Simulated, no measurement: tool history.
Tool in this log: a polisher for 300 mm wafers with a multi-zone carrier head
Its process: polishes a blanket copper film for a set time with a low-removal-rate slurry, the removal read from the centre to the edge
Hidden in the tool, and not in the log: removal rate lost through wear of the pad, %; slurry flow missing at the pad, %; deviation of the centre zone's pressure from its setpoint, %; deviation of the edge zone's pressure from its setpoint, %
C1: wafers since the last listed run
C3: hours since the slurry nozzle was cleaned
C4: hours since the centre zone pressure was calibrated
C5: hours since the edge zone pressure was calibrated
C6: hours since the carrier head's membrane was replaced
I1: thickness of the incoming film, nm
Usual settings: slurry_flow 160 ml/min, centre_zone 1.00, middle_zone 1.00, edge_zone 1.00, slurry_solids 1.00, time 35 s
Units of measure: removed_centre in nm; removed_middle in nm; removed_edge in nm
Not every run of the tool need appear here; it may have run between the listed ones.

{"run": 1, "hour": 0.0, "slurry_flow": 160, "centre_zone": 1.0, "middle_zone": 1.0, "edge_zone": 1.0, "slurry_solids": 1.15, "time": 35, "C1": 0, "wafers polished on this pad": 1006, "C3": 830.4, "C4": 3.1, "C5": 534.2, "C6": 1134.2, "I1": 848.5, "removed_centre": 114.0, "removed_middle": 117.8, "removed_edge": 113.9}
{"hour": 6.7, "done": "worn pad replaced by a new one"}
{"run": 2, "hour": 17.7, "slurry_flow": 160, "centre_zone": 1.0, "middle_zone": 1.0, "edge_zone": 1.0, "slurry_solids": 1.15, "time": 35, "C1": 169, "wafers polished on this pad": 136, "C3": 848.1, "C4": 20.8, "C5": 551.9, "C6": 1151.9, "I1": 851.2, "removed_centre": 107.2, "removed_middle": 112.1, "removed_edge": 106.9}
{"hour": 37.1, "done": "carrier head's membrane replaced by a new one"}
{"run": 3, "hour": 37.6, "slurry_flow": 160, "centre_zone": 1.0, "middle_zone": 1.0, "edge_zone": 1.0, "slurry_solids": 1.0, "time": 35, "C1": 184, "wafers polished on this pad": 321, "C3": 868.0, "C4": 40.7, "C5": 571.8, "C6": 0.5, "I1": 852.9, "removed_centre": 100.9, "removed_middle": 106.8, "removed_edge": 101.8}
{"run": 4, "hour": 42.5, "slurry_flow": 160, "centre_zone": 1.09, "middle_zone": 1.0, "edge_zone": 1.0, "slurry_solids": 1.0, "time": 35, "C1": 60, "wafers polished on this pad": 382, "C3": 872.9, "C4": 45.6, "C5": 576.7, "C6": 5.4, "I1": 851.1, "removed_centre": 112.7, "removed_middle": 102.6, "removed_edge": 101.1}
{"run": 5, "hour": 53.7, "slurry_flow": 160, "centre_zone": 1.09, "middle_zone": 1.0, "edge_zone": 1.0, "slurry_solids": 1.0, "time": 35, "C1": 138, "wafers polished on this pad": 520, "C3": 884.1, "C4": 56.8, "C5": 587.9, "C6": 16.6, "I1": 854.2, "removed_centre": 109.4, "removed_middle": 101.6, "removed_edge": 99.1}
{"hour": 71.9, "done": "worn pad replaced by a new one, repeated, since the last time left the tool worse"}
{"run": 6, "hour": 72.4, "slurry_flow": 160, "centre_zone": 1.09, "middle_zone": 1.0, "edge_zone": 1.0, "slurry_solids": 1.0, "time": 35, "C1": 182, "wafers polished on this pad": 6, "C3": 902.8, "C4": 75.5, "C5": 606.6, "C6": 35.3, "I1": 852.0, "removed_centre": 127.9, "removed_middle": 119.0, "removed_edge": 116.2}
{"run": 7, "hour": 79.9, "slurry_flow": 125, "centre_zone": 1.0, "middle_zone": 1.06, "edge_zone": 0.92, "slurry_solids": 0.85, "time": 35, "C1": 92, "wafers polished on this pad": 99, "C3": 910.3, "C4": 83.0, "C5": 614.1, "C6": 42.8, "I1": 854.9, "removed_centre": 105.2, "removed_middle": 115.3, "removed_edge": 103.6}
{"run": 8, "hour": 95.1, "slurry_flow": 160, "centre_zone": 1.0, "middle_zone": 1.0, "edge_zone": 1.0, "slurry_solids": 1.0, "time": 35, "C1": 188, "wafers polished on this pad": 287, "C3": 925.5, "C4": 98.2, "C5": 629.3, "C6": 58.0, "I1": 852.3, "removed_centre": 115.8, "removed_middle": 121.0, "removed_edge": 114.1}
{"run": 9, "hour": 109.7, "slurry_flow": 160, "centre_zone": 1.0, "middle_zone": 1.0, "edge_zone": 1.0, "slurry_solids": 1.0, "time": 43, "C1": 180, "wafers polished on this pad": 468, "C3": 940.1, "C4": 112.8, "C5": 643.9, "C6": 72.6, "I1": 859.2, "removed_centre": 141.6, "removed_middle": 146.4, "removed_edge": 140.2}
{"run": 10, "hour": 118.1, "slurry_flow": 160, "centre_zone": 1.0, "middle_zone": 1.0, "edge_zone": 1.0, "slurry_solids": 1.0, "time": 35, "C1": 104, "wafers polished on this pad": 572, "C3": 948.5, "C4": 121.2, "C5": 652.3, "C6": 81.0, "I1": 847.0, "removed_centre": 113.1, "removed_middle": 118.0, "removed_edge": 115.2}
{"run": 11, "hour": 135.6, "slurry_flow": 160, "centre_zone": 1.0, "middle_zone": 1.0, "edge_zone": 1.0, "slurry_solids": 1.0, "time": 35, "C1": 216, "wafers polished on this pad": 789, "C3": 966.0, "C4": 138.7, "C5": 669.8, "C6": 98.5, "I1": 845.4, "removed_centre": 116.3, "removed_middle": 115.3, "removed_edge": 112.1}
{"hour": 149.0, "done": "worn pad replaced by a new one"}
{"run": 12, "hour": 152.0, "slurry_flow": 160, "centre_zone": 1.0, "middle_zone": 0.94, "edge_zone": 1.08, "slurry_solids": 1.0, "time": 35, "C1": 153, "wafers polished on this pad": 37, "C3": 982.4, "C4": 155.1, "C5": 686.2, "C6": 114.9, "I1": 857.2, "removed_centre": 114.3, "removed_middle": 115.5, "removed_edge": 121.6}
{"run": 13, "hour": 158.8, "slurry_flow": 160, "centre_zone": 1.0, "middle_zone": 1.0, "edge_zone": 1.0, "slurry_solids": 1.0, "time": 35, "C1": 84, "wafers polished on this pad": 121, "C3": 989.2, "C4": 161.9, "C5": 693.0, "C6": 121.7, "I1": 847.2, "removed_centre": 119.2, "removed_middle": 117.6, "removed_edge": 115.2}
{"run": 14, "hour": 168.1, "slurry_flow": 160, "centre_zone": 0.95, "middle_zone": 1.0, "edge_zone": 1.0, "slurry_solids": 1.0, "time": 29, "C1": 115, "wafers polished on this pad": 237, "C3": 998.5, "C4": 171.2, "C5": 702.3, "C6": 131.0, "I1": 851.8, "removed_centre": 91.6, "removed_middle": 97.0, "removed_edge": 96.0}
{"hour": 174.0, "done": "slurry nozzle cleaned"}
{"hour": 177.6, "done": "edge zone pressure recalibrated"}
{"run": 15, "hour": 178.1, "slurry_flow": 160, "centre_zone": 1.0, "middle_zone": 1.11, "edge_zone": 1.0, "slurry_solids": 1.0, "time": 35, "C1": 86, "wafers polished on this pad": 323, "C3": 4.1, "C4": 181.2, "C5": 0.5, "C6": 141.0, "I1": 843.6, "removed_centre": 114.0, "removed_middle": 124.0, "removed_edge": 114.5}
{"run": 16, "hour": 209.5, "slurry_flow": 130, "centre_zone": 1.0, "middle_zone": 0.92, "edge_zone": 1.0, "slurry_solids": 0.8, "time": 29, "C1": 389, "wafers polished on this pad": 713, "C3": 35.5, "C4": 212.6, "C5": 31.9, "C6": 172.4, "I1": 835.1, "removed_centre": 84.7, "removed_middle": 79.5, "removed_edge": 85.4}
{"hour": 221.2, "done": "worn pad replaced by a new one"}
{"run": 17, "hour": 221.7, "slurry_flow": 160, "centre_zone": 1.0, "middle_zone": 1.0, "edge_zone": 1.0, "slurry_solids": 1.0, "time": 35, "C1": 101, "wafers polished on this pad": 5, "C3": 47.7, "C4": 224.8, "C5": 44.1, "C6": 184.6, "I1": 855.6, "removed_centre": 119.3, "removed_middle": 123.5, "removed_edge": 115.2}
{"run": 18, "hour": 229.8, "slurry_flow": 130, "centre_zone": 1.0, "middle_zone": 1.0, "edge_zone": 1.0, "slurry_solids": 1.0, "time": 35, "C1": 100, "wafers polished on this pad": 106, "C3": 55.8, "C4": 232.9, "C5": 52.2, "C6": 192.7, "I1": 844.1, "removed_centre": 115.0, "removed_middle": 115.7, "removed_edge": 116.1}
{"run": 19, "hour": 241.6, "slurry_flow": 160, "centre_zone": 1.0, "middle_zone": 1.0, "edge_zone": 1.0, "slurry_solids": 0.75, "time": 35, "C1": 146, "wafers polished on this pad": 252, "C3": 67.6, "C4": 244.7, "C5": 64.0, "C6": 204.5, "I1": 844.9, "removed_centre": 107.1, "removed_middle": 111.3, "removed_edge": 106.7}
{"run": 20, "hour": 247.7, "slurry_flow": 160, "centre_zone": 1.0, "middle_zone": 1.0, "edge_zone": 1.0, "slurry_solids": 1.0, "time": 35, "C1": 75, "wafers polished on this pad": 328, "C3": 73.7, "C4": 250.8, "C5": 70.1, "C6": 210.6, "I1": 835.8, "removed_centre": 117.8, "removed_middle": 122.5, "removed_edge": 116.1}
{"run": 21, "hour": 261.8, "slurry_flow": 160, "centre_zone": 1.0, "middle_zone": 1.0, "edge_zone": 1.0, "slurry_solids": 1.0, "time": 35, "C1": 174, "wafers polished on this pad": 502, "C3": 87.8, "C4": 264.9, "C5": 84.2, "C6": 224.7, "I1": 856.7, "removed_centre": 116.4, "removed_middle": 117.7, "removed_edge": 112.9}
{"run": 22, "hour": 278.0, "slurry_flow": 160, "centre_zone": 1.0, "middle_zone": 1.0, "edge_zone": 1.0, "slurry_solids": 0.8, "time": 35, "C1": 200, "wafers polished on this pad": 703, "C3": 104.0, "C4": 281.1, "C5": 100.4, "C6": 240.9, "I1": 839.3, "removed_centre": 106.2, "removed_middle": 107.2, "removed_edge": 106.6}

Consider 3 possible next runs. They are alternatives, not a sequence: every one starts from the tool as it was left by run 22. What does each give?
{"run": "A", "hour": 278.4, "slurry_flow": 160, "centre_zone": 1.0, "middle_zone": 1.0, "edge_zone": 1.0, "slurry_solids": 1.0, "time": 35, "C1": 4, "wafers polished on this pad": 708, "C3": 104.4, "C4": 281.5, "C5": 100.8, "C6": 241.3, "I1": 855.0, "removed_centre": "?", "removed_middle": "?", "removed_edge": "?"}
{"run": "B", "hour": 278.4, "slurry_flow": 160, "centre_zone": 0.9, "middle_zone": 1.0, "edge_zone": 1.0, "slurry_solids": 1.2, "time": 35, "C1": 4, "wafers polished on this pad": 708, "C3": 104.4, "C4": 281.5, "C5": 100.8, "C6": 241.3, "I1": 855.0, "removed_centre": "?", "removed_middle": "?", "removed_edge": "?"}
{"run": "C", "hour": 278.4, "slurry_flow": 115, "centre_zone": 1.0, "middle_zone": 1.06, "edge_zone": 0.92, "slurry_solids": 1.0, "time": 35, "C1": 4, "wafers polished on this pad": 708, "C3": 104.4, "C4": 281.5, "C5": 100.8, "C6": 241.3, "I1": 855.0, "removed_centre": "?", "removed_middle": "?", "removed_edge": "?"}

run=A removed_centre=115.5 removed_middle=114.1 removed_edge=114.9
run=B removed_centre=109.6 removed_middle=120.5 removed_edge=121.2
run=C removed_centre=109.1 removed_middle=113.1 removed_edge=106.5
With no hidden state in the tool, these same runs would have given:
run=A removed_centre=118.9 removed_middle=117.5 removed_edge=118.3
run=B removed_centre=112.8 removed_middle=124.0 removed_edge=124.8
run=C removed_centre=112.3 removed_middle=116.4 removed_edge=109.6
